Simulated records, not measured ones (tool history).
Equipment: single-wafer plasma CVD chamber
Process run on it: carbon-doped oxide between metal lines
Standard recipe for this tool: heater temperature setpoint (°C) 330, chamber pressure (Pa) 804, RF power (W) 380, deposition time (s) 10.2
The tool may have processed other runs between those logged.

run,hour,heater temperature setpoint (°C),chamber pressure (Pa),RF power (W),deposition time (s),wafers since the last listed run,hours since the last thermocouple change,hours since the last RF generator calibration,hours since the last manometer calibration,hours since the showerhead was replaced,hours since the gauge calibration,"read-back reference wafer on the same gauge, thickness_nm",mean film thickness on the monitor wafer (nm)
1,0.0,322,804,380,10.2,0,1814.0,818.4,2521.3,6463.4,349.7,56.527,53.829
2,242.1,330,804,380,10.2,5548,2056.1,1060.5,2763.4,6705.5,591.8,56.479,52.306
3,326.5,330,804,350,10.2,1934,2140.5,1144.9,2847.8,6789.9,676.2,56.488,48.649
4,379.2,330,804,350,10.2,1207,2193.2,1197.6,2900.5,6842.6,728.9,56.485,48.578
# hour 392.7: showerhead replaced, of another model than before
5,482.6,330,804,350,10.2,2186,2296.6,1301.0,3003.9,89.9,832.3,56.478,49.712
# hour 535.4: capacitance manometer re-zeroed and calibrated
6,589.7,330,804,380,10.2,2271,2403.7,1408.1,54.3,197.0,939.4,56.453,52.539
# hour 614.3: gauge calibrated
# hour 667.2: thermocouple changed; heater temperature recalibrated
7,683.6,330,804,380,10.2,1968,16.4,1502.0,148.2,290.9,69.3,56.520,51.497
# hour 714.1: RF generator calibrated
8,750.3,341,629,440,11.3,1345,83.1,36.2,214.9,357.6,136.0,56.476,57.800
9,844.3,340,937,340,8.9,2154,177.1,130.2,308.9,451.6,230.0,56.493,41.262
10,889.1,330,804,380,10.2,1026,221.9,175.0,353.7,496.4,274.8,56.499,51.285
11,951.6,320,900,355,12.1,1432,284.4,237.5,416.2,558.9,337.3,56.489,60.732
12,1028.0,316,804,320,11.6,1750,360.8,313.9,492.6,635.3,413.7,56.514,54.332
13,1102.0,341,728,330,10.2,1695,434.8,387.9,566.6,709.3,487.7,56.562,44.323
14,1170.5,330,804,380,8.7,1569,503.3,456.4,635.1,777.8,556.2,56.460,44.136

Difference, measured minus no-hidden-state, one row per run. Run-to-run variation is common to both terms; the gauge's own scatter need not be:
The tool's hidden condition here consists of: wafer temperature above the value expected at the setpoint (K); delivered RF power above the setpoint (%); true pressure above the setpoint (%); gauge reads high (%).
run,mean film thickness on the monitor wafer (nm)
1,+1.056
2,+1.068
3,+1.026
4,+1.046
5,+1.111
6,+1.221
7,-0.017
8,+0.010
9,+0.035
10,+0.068
11,+0.114
12,+0.153
13,+0.122
14,+0.159
